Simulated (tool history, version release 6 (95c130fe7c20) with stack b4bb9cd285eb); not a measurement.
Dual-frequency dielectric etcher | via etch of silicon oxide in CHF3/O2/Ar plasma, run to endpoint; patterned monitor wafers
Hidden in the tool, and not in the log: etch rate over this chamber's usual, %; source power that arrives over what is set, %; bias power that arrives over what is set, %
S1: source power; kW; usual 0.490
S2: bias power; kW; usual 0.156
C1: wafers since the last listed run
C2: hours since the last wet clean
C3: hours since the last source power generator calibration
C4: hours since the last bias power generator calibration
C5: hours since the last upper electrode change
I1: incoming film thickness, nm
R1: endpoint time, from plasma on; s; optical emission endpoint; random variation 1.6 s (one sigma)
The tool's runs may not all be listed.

Run 1, hour 0.0: usual settings; C1 0; C2 206.8; C3 2663.2; C4 1791.8; C5 4285.7; I1 465.0. Result: R1 232.5 s.
Run 2, hour 39.9: usual settings; C1 131; C2 246.7; C3 2703.1; C4 1831.7; C5 4325.6; I1 456.9. Result: R1 230.3 s.
Run 3, hour 98.5: usual settings; C1 192; C2 305.3; C3 2761.7; C4 1890.3; C5 4384.2; I1 462.8. Result: R1 230.8 s.
Run 4, hour 144.0: usual settings; C1 149; C2 350.8; C3 2807.2; C4 1935.8; C5 4429.7; I1 466.3. Result: R1 234.1 s.
At hour 207.8: wet clean of the chamber.
Run 5, hour 210.8: usual settings; C1 140; C2 3.0; C3 2874.0; C4 2002.6; C5 4496.5; I1 467.7. Result: R1 227.3 s.
Run 6, hour 247.8: usual settings; C1 121; C2 40.0; C3 2911.0; C4 2039.6; C5 4533.5; I1 465.6. Result: R1 226.1 s.
At hour 306.0: source power generator calibrated.
At hour 313.2: upper electrode replaced.
Run 7, hour 313.7: usual settings; C1 180; C2 105.9; C3 7.7; C4 2105.5; C5 0.5; I1 468.0. Result: R1 227.6 s.
At hour 340.4: wet clean of the chamber, repeated, since the last time left the tool worse.
Run 8, hour 340.9: usual settings but S1 0.600 kW, S2 0.143 kW; C1 10; C2 0.5; C3 34.9; C4 2132.7; C5 27.7; I1 463.3. Result: R1 232.6 s.
Run 9, hour 360.5: usual settings but S1 0.600 kW, S2 0.179 kW; C1 64; C2 20.1; C3 54.5; C4 2152.3; C5 47.3; I1 461.6. Result: R1 221.4 s.
At hour 373.5: bias power generator calibrated.
Run 10, hour 417.9: usual settings but S1 0.570 kW, S2 0.175 kW; C1 175; C2 77.5; C3 111.9; C4 44.4; C5 104.7; I1 464.5. Result: R1 223.1 s.
Run 11, hour 485.2: usual settings but S1 0.520 kW, S2 0.174 kW; C1 221; C2 144.8; C3 179.2; C4 111.7; C5 172.0; I1 462.7. Result: R1 230.3 s.
Run 12, hour 546.8: usual settings but S1 0.600 kW, S2 0.169 kW; C1 202; C2 206.4; C3 240.8; C4 173.3; C5 233.6; I1 463.7. Result: R1 222.5 s.
Run 13, hour 595.1: usual settings; C1 158; C2 254.7; C3 289.1; C4 221.6; C5 281.9; I1 469.5. Result: R1 237.2 s.
Run 14, hour 659.6: usual settings but S1 0.430 kW; C1 212; C2 319.2; C3 353.6; C4 286.1; C5 346.4; I1 464.6. Result: R1 237.5 s.

3 ways to go on from here, each from the tool as it stands after run 14. What would each give?
Run A, hour 660.1: usual settings but S2 0.193 kW; C1 1; C2 319.7; C3 354.1; C4 286.6; C5 346.9; I1 466.4. Result: R1 ?.
Run B, hour 660.1: usual settings but S1 0.590 kW, S2 0.134 kW; C1 1; C2 319.7; C3 354.1; C4 286.6; C5 346.9; I1 466.4. Result: R1 ?.
Run C, hour 660.1: usual settings but S1 0.450 kW; C1 1; C2 319.7; C3 354.1; C4 286.6; C5 346.9; I1 466.4. Result: R1 ?.

run     R1
  A  225.2
  B  232.2
  C  240.1
Without the tool's hidden state the same runs would have given:
run     R1
  A  230.4
  B  237.6
  C  245.7
